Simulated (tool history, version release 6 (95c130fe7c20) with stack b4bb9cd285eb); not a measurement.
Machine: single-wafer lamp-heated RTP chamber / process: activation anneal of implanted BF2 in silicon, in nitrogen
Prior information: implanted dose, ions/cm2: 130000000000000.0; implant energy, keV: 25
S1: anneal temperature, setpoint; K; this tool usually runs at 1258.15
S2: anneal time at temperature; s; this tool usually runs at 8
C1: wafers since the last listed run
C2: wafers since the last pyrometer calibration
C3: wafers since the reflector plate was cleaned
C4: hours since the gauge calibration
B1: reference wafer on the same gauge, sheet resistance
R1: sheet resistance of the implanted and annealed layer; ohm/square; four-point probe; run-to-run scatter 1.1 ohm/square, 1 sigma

| run | hour | S1 | S2 | C1 | C2 | C3 | C4 | B1 | R1 |
|---|---|---|---|---|---|---|---|---|---|
| 1 | 0 | 1258.15 | 8 | 0 | 2753 | 4109 | 300.1 | 612.96 | 722.1 |
| 2 | 104.9 | 1274.15 | 9 | 1358 | 4111 | 5468 | 405 | 612.91 | 716.28 |
| 3 | 160.4 | 1274.15 | 9 | 718 | 4830 | 6186 | 460.5 | 612.91 | 716.02 |
| 4 | 239.5 | 1274.15 | 9 | 1024 | 5854 | 7211 | 539.6 | 612.95 | 716.82 |
| 5 | 303.4 | 1258.15 | 8 | 827 | 6681 | 8038 | 603.5 | 613.01 | 721.88 |
| 6 | 341.4 | 1258.15 | 8 | 492 | 7173 | 8530 | 641.5 | 613.09 | 720.2 |
|  | 394.2 | gauge calibrated |
|  | 422.3 | pyrometer window cleaned and pyrometer calibrated |
| 7 | 431.9 | 1258.15 | 8 | 1068 | 124 | 9598 | 37.7 | 612.95 | 724.72 |
| 8 | 520.5 | 1244.15 | 7 | 1147 | 1271 | 10746 | 126.3 | 613.1 | 731.54 |
| 9 | 583.9 | 1258.15 | 10 | 820 | 2092 | 11566 | 189.7 | 613.06 | 721.1 |
|  | 640.6 | reflector plate cleaned |
| 10 | 641.1 | 1258.15 | 8 | 637 | 2729 | 5 | 246.9 | 613.1 | 723.53 |
| 11 | 678.8 | 1278.15 | 8 | 488 | 3217 | 494 | 284.6 | 612.99 | 716.21 |
| 12 | 738.7 | 1271.15 | 11 | 775 | 3993 | 1269 | 344.5 | 612.91 | 717.9 |
| 13 | 973.4 | 1247.15 | 11 | 3039 | 7032 | 4308 | 579.2 | 613.01 | 720.78 |
| 14 | 1064.6 | 1284.15 | 12 | 1180 | 8213 | 5489 | 670.4 | 612.92 | 714.14 |
|  | 1079 | gauge calibrated |
| 15 | 1146.2 | 1284.15 | 12 | 1056 | 9269 | 6546 | 67.2 | 612.91 | 715.37 |
|  | 1174.8 | pyrometer window cleaned and pyrometer calibrated |
| 16 | 1210.2 | 1258.15 | 8 | 725 | 458 | 7271 | 131.2 | 613.04 | 722.96 |

Run by run, hidden condition taken away, random variation retained:
What the log doesn't record here: true wafer temperature minus pyrometer reading, K; wafer temperature error from the tarnished reflector plate, K; gauge reads high (%).
| run | R1 |
|---|---|
| 1 | 724.11 |
| 2 | 717.8 |
| 3 | 717.73 |
| 4 | 718.81 |
| 5 | 725.87 |
| 6 | 724.39 |
| 7 | 725.78 |
| 8 | 734.64 |
| 9 | 723.18 |
| 10 | 726.09 |
| 11 | 717.59 |
| 12 | 719.81 |
| 13 | 727.49 |
| 14 | 716.12 |
| 15 | 717.53 |
| 16 | 723.58 |
